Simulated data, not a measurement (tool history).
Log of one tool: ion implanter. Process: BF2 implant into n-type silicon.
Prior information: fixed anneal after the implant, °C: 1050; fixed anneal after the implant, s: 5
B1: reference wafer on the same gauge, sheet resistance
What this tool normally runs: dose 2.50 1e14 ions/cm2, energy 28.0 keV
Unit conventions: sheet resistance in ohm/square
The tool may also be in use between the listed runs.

run 1 hour=0.0 | dose=2.50 energy=28.0 | B1=404.10 | sheet_resistance=430.93
run 2 hour=25.4 | dose=2.50 energy=28.0 | B1=404.41 | sheet_resistance=438.15
run 3 hour=59.3 | dose=2.50 energy=30.0 | B1=404.32 | sheet_resistance=430.88
run 4 hour=95.0 | dose=2.50 energy=28.0 | B1=404.36 | sheet_resistance=433.84
run 5 hour=121.7 | dose=2.50 energy=28.0 | B1=404.14 | sheet_resistance=437.32
run 6 hour=134.0 | dose=2.50 energy=28.0 | B1=404.32 | sheet_resistance=437.65
run 7 hour=157.7 | dose=2.10 energy=28.0 | B1=403.85 | sheet_resistance=499.32
run 8 hour=190.4 | dose=2.80 energy=28.0 | B1=404.26 | sheet_resistance=390.71
run 9 hour=224.1 | dose=2.80 energy=28.0 | B1=404.25 | sheet_resistance=387.80
run 10 hour=245.9 | dose=2.80 energy=28.0 | B1=404.33 | sheet_resistance=393.22
run 11 hour=280.4 | dose=2.50 energy=28.0 | B1=404.07 | sheet_resistance=434.22
-- hour=289.5 extraction supply calibrated
run 12 hour=302.8 | dose=2.50 energy=28.0 | B1=403.97 | sheet_resistance=430.91
run 13 hour=371.3 | dose=2.50 energy=28.0 | B1=404.01 | sheet_resistance=433.30
run 14 hour=396.9 | dose=2.50 energy=28.0 | B1=404.09 | sheet_resistance=436.77
run 15 hour=423.4 | dose=2.50 energy=28.0 | B1=403.79 | sheet_resistance=431.83
run 16 hour=454.1 | dose=2.50 energy=28.0 | B1=404.03 | sheet_resistance=431.09
run 17 hour=473.2 | dose=2.75 energy=33.5 | B1=403.76 | sheet_resistance=391.16
run 18 hour=504.3 | dose=2.50 energy=38.0 | B1=403.80 | sheet_resistance=420.23
run 19 hour=538.4 | dose=2.26 energy=19.5 | B1=404.32 | sheet_resistance=492.20
run 20 hour=550.7 | dose=2.50 energy=34.5 | B1=403.92 | sheet_resistance=420.63
run 21 hour=563.8 | dose=2.04 energy=22.0 | B1=404.06 | sheet_resistance=531.34
-- hour=575.7 Faraday cup replaced and dose calibrated
run 22 hour=578.7 | dose=2.26 energy=19.5 | B1=403.59 | sheet_resistance=493.96
run 23 hour=602.6 | dose=2.50 energy=28.0 | B1=404.12 | sheet_resistance=433.37
run 24 hour=628.1 | dose=2.96 energy=28.0 | B1=404.13 | sheet_resistance=373.82
run 25 hour=643.0 | dose=2.69 energy=19.5 | B1=404.00 | sheet_resistance=425.35
-- hour=653.0 gauge calibrated
run 26 hour=664.1 | dose=2.50 energy=28.0 | B1=403.90 | sheet_resistance=435.59
run 27 hour=684.7 | dose=1.99 energy=18.5 | B1=404.20 | sheet_resistance=547.23
run 28 hour=698.0 | dose=2.15 energy=28.0 | B1=404.25 | sheet_resistance=487.70
run 29 hour=731.1 | dose=2.50 energy=28.0 | B1=404.33 | sheet_resistance=436.83
run 30 hour=810.0 | dose=2.50 energy=28.0 | B1=403.65 | sheet_resistance=435.97
run 31 hour=824.9 | dose=3.00 energy=28.0 | B1=404.20 | sheet_resistance=372.50
run 32 hour=912.0 | dose=2.18 energy=23.0 | B1=403.85 | sheet_resistance=496.81
run 33 hour=937.7 | dose=2.74 energy=24.5 | B1=404.00 | sheet_resistance=406.16

Each row is a separate what-if for the run after 33, all from the same tool condition, not one after another. Results?
run A hour=938.1 | dose=2.50 energy=36.0 | B1=? | sheet_resistance=?
run B hour=938.1 | dose=2.20 energy=18.5 | B1=? | sheet_resistance=?
run C hour=938.1 | dose=3.13 energy=25.5 | B1=? | sheet_resistance=?
run D hour=938.1 | dose=2.29 energy=22.0 | B1=? | sheet_resistance=?

run=A B1=404.02 sheet_resistance=417.26
run=B B1=404.02 sheet_resistance=501.06
run=C B1=404.02 sheet_resistance=358.76
run=D B1=404.02 sheet_resistance=475.14
Stripped of hidden state, with their random variation kept, the same runs would have yielded:
run=A sheet_resistance=417.26
run=B sheet_resistance=501.06
run=C sheet_resistance=358.76
run=D sheet_resistance=475.14

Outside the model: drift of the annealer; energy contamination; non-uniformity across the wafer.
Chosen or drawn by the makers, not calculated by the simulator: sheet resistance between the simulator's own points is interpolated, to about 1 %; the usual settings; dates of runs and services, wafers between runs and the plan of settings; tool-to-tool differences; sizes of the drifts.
